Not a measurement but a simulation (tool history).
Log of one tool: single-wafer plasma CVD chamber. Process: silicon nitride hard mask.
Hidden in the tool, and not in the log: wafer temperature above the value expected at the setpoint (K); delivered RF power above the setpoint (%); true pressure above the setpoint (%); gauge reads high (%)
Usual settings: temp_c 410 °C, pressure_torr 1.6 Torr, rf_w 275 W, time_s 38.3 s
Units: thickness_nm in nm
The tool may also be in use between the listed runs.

run	hour	temp_c	pressure_torr	rf_w	time_s	wafers since the last listed run	hours since the last thermocouple change	hours since the last RF generator calibration	hours since the last manometer calibration	hours since the showerhead was replaced	hours since the gauge calibration	read-back reference wafer on the same gauge, thickness_nm	thickness_nm
1	0	407	1.6	275	38.3	0	1250.6	1709.3	1930.8	2749.1	200.7	47.002	40.143
2	26	410	1.6	275	38.3	513	1276.6	1735.3	1956.8	2775.1	226.7	46.976	39.907
3	62.2	410	1.6	275	38.3	714	1312.8	1771.5	1993	2811.3	262.9	46.936	40.005
4	106.5	400	1.6	275	35.5	874	1357.1	1815.8	2037.3	2855.6	307.2	47.038	37.093
5	159.9	400	1.6	275	35.5	1054	1410.5	1869.2	2090.7	2909	360.6	46.958	36.838
6	216.1	400	1.6	275	35.5	1109	1466.7	1925.4	2146.9	2965.2	416.8	47.002	36.513
7	266.9	410	1.6	275	38.3	1003	1517.5	1976.2	2197.7	3016	467.6	46.952	38.85
8	317.7	410	1.6	275	32.7	1003	1568.3	2027	2248.5	3066.8	518.4	47.025	33.195
# hour 362.7: thermocouple changed; heater temperature recalibrated
# hour 370.8: showerhead replaced
9	371.3	410	1.46	275	38.3	742	8.6	2080.6	2302.1	0.5	572	46.987	37.637
# hour 404.5: capacitance manometer re-zeroed and calibrated
10	425.9	410	1.6	305	42	920	63.2	2135.2	21.4	55.1	626.6	46.987	46.925
11	461.7	410	1.96	275	38.3	706	99	2171	57.2	90.9	662.4	46.955	41.589
# hour 481.4: RF generator calibrated
12	505.7	410	1.6	300	38.3	710	143	24.3	101.2	134.9	706.4	47.04	46.363
# hour 527.8: gauge calibrated
13	565.7	403	1.28	305	38.3	1184	203	84.3	161.2	194.9	37.9	47.015	42.876
14	613.2	410	1.6	275	38.3	938	250.5	131.8	208.7	242.4	85.4	46.942	42.487
15	678.8	397	1.95	305	44.7	1295	316.1	197.4	274.3	308	151	47.006	58.45
16	742.7	417	1.6	275	38.3	1261	380	261.3	338.2	371.9	214.9	47.059	42.197

5 ways to go on from here, each from the tool as it stands after run 16. What would each give?
A	743.1	410	1.6	275	38.3	7	380.4	261.7	338.6	372.3	215.3	?	?
B	743.1	410	1.3	275	33.8	7	380.4	261.7	338.6	372.3	215.3	?	?
C	743.1	410	2	250	38.3	7	380.4	261.7	338.6	372.3	215.3	?	?
D	743.1	415	1.6	230	41.5	7	380.4	261.7	338.6	372.3	215.3	?	?
E	743.1	406	1.6	275	36.2	7	380.4	261.7	338.6	372.3	215.3	?	?

run	read-back reference wafer on the same gauge, thickness_nm	thickness_nm
A	46.993	42.591
B	46.993	34.748
C	46.993	41.616
D	46.993	38.121
E	46.993	40.34
Without the tool's hidden state the same runs would have given:
run	thickness_nm
A	42.765
B	34.89
C	41.793
D	38.291
E	40.505

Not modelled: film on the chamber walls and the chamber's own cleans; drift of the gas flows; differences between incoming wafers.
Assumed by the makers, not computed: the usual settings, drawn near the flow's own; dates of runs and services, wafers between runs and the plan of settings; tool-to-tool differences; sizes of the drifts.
